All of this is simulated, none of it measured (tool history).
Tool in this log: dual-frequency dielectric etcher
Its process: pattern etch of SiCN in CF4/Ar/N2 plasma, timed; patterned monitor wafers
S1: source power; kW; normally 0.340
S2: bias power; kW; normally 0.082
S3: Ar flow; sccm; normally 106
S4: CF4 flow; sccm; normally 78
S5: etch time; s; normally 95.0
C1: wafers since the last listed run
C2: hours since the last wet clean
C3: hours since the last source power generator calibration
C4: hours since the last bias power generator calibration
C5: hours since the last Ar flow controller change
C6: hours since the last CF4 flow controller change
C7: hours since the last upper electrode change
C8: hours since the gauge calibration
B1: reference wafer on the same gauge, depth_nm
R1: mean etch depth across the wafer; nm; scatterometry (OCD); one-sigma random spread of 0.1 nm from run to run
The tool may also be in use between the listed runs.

run,day,S1,S2,S3,S4,S5,C1,C2,C3,C4,C5,C6,C7,C8,B1,R1
1,0.000,0.340,0.082,106,78,95.0,0,376.0,4.5,3874.0,3151.8,44.4,55.3,260.3,69.3,68.5
2,0.671,0.340,0.082,106,78,95.0,120,392.1,20.6,3890.1,3167.9,60.5,71.4,276.4,69.3,68.4
# day 1.079: gauge calibrated
3,1.104,0.340,0.087,106,87,95.0,78,402.5,31.0,3900.5,3178.3,70.9,81.8,0.6,69.3,71.4
4,1.721,0.260,0.092,106,64,95.0,111,417.3,45.8,3915.3,3193.1,85.7,96.6,15.4,69.3,56.8
5,2.279,0.340,0.082,99,93,85.5,100,430.7,59.2,3928.7,3206.5,99.1,110.0,28.8,69.3,63.5
# day 2.479: bias power generator calibrated
# day 2.608: Ar flow controller replaced
6,2.817,0.290,0.082,106,66,67.0,43,443.6,72.1,8.1,5.0,112.0,122.9,41.7,69.3,41.6
# day 4.204: wet clean of the chamber
7,4.225,0.340,0.064,106,62,85.5,73,0.5,105.9,41.9,38.8,145.8,156.7,75.5,69.3,53.9
8,4.242,0.340,0.082,106,84,83.0,3,0.9,106.3,42.3,39.2,146.2,157.1,75.9,69.3,61.5
9,4.254,0.340,0.076,106,78,95.0,2,1.2,106.6,42.6,39.5,146.5,157.4,76.2,69.3,67.4
10,4.642,0.340,0.082,106,78,102.5,69,10.5,115.9,51.9,48.8,155.8,166.7,85.5,69.3,75.0
11,5.008,0.340,0.070,106,78,95.0,66,19.3,124.7,60.7,57.6,164.6,175.5,94.3,69.3,64.8
12,5.321,0.380,0.082,106,78,95.0,56,26.8,132.2,68.2,65.1,172.1,183.0,101.8,69.3,76.1
13,5.838,0.340,0.076,106,86,95.0,93,39.2,144.6,80.6,77.5,184.5,195.4,114.2,69.3,68.3
14,6.167,0.360,0.075,93,78,95.0,59,47.1,152.5,88.5,85.4,192.4,203.3,122.1,69.3,70.7
15,6.550,0.340,0.082,106,78,95.0,69,56.3,161.7,97.7,94.6,201.6,212.5,131.3,69.3,69.6
16,7.238,0.270,0.082,106,78,122.5,123,72.8,178.2,114.2,111.1,218.1,229.0,147.8,69.3,74.9
17,7.625,0.390,0.082,83,84,114.0,69,82.1,187.5,123.5,120.4,227.4,238.3,157.1,69.3,96.1
18,8.112,0.310,0.065,106,92,80.0,87,93.8,199.2,135.2,132.1,239.1,250.0,168.8,69.3,50.3
19,8.462,0.340,0.082,106,78,102.5,63,102.2,207.6,143.6,140.5,247.5,258.4,177.2,69.3,75.0
20,8.879,0.340,0.102,106,78,114.5,75,112.2,217.6,153.6,150.5,257.5,268.4,187.2,69.3,92.6
21,9.388,0.340,0.082,106,78,95.0,91,124.4,229.8,165.8,162.7,269.7,280.6,199.4,69.3,69.7
22,10.125,0.340,0.082,106,86,95.0,132,142.1,247.5,183.5,180.4,287.4,298.3,217.1,69.3,70.6

Selected run-to-run steps in R1, each split into two signed amounts: the part the tool would show with no hidden state at all (from settings, incoming material and random variation), and the remainder, which goes to the hidden state together with any gauge scatter not common to the measured and the hidden-state-free results:
The tool's hidden condition here consists of: etch rate over this chamber's usual, %; source power that arrives over what is set, %; bias power that arrives over what is set, %; Ar flow that arrives over what is set, %; CF4 flow that arrives over what is set, %; gauge reads high (%).
Run 5 -> 6: S1 0.340 -> 0.290, S3 99 -> 106, S4 93 -> 66, S5 85.5 -> 67.0, bias power generator calibrated, Ar flow controller replaced. R1 -21.9 nm: hidden state +0.5, all else -22.4.
Run 6 -> 7: S1 0.290 -> 0.340, S2 0.082 -> 0.064, S4 66 -> 62, S5 67.0 -> 85.5, wet clean of the chamber. R1 +12.3 nm: hidden state +0.6, all else +11.7.
Run 17 -> 18: S1 0.390 -> 0.310, S2 0.082 -> 0.065, S3 83 -> 106, S4 84 -> 92, S5 114.0 -> 80.0. R1 -45.8 nm: hidden state +0.2, all else -46.0.
Run 18 -> 19: S1 0.310 -> 0.340, S2 0.065 -> 0.082, S4 92 -> 78, S5 80.0 -> 102.5. R1 +24.7 nm: hidden state -0.2, all else +24.9.
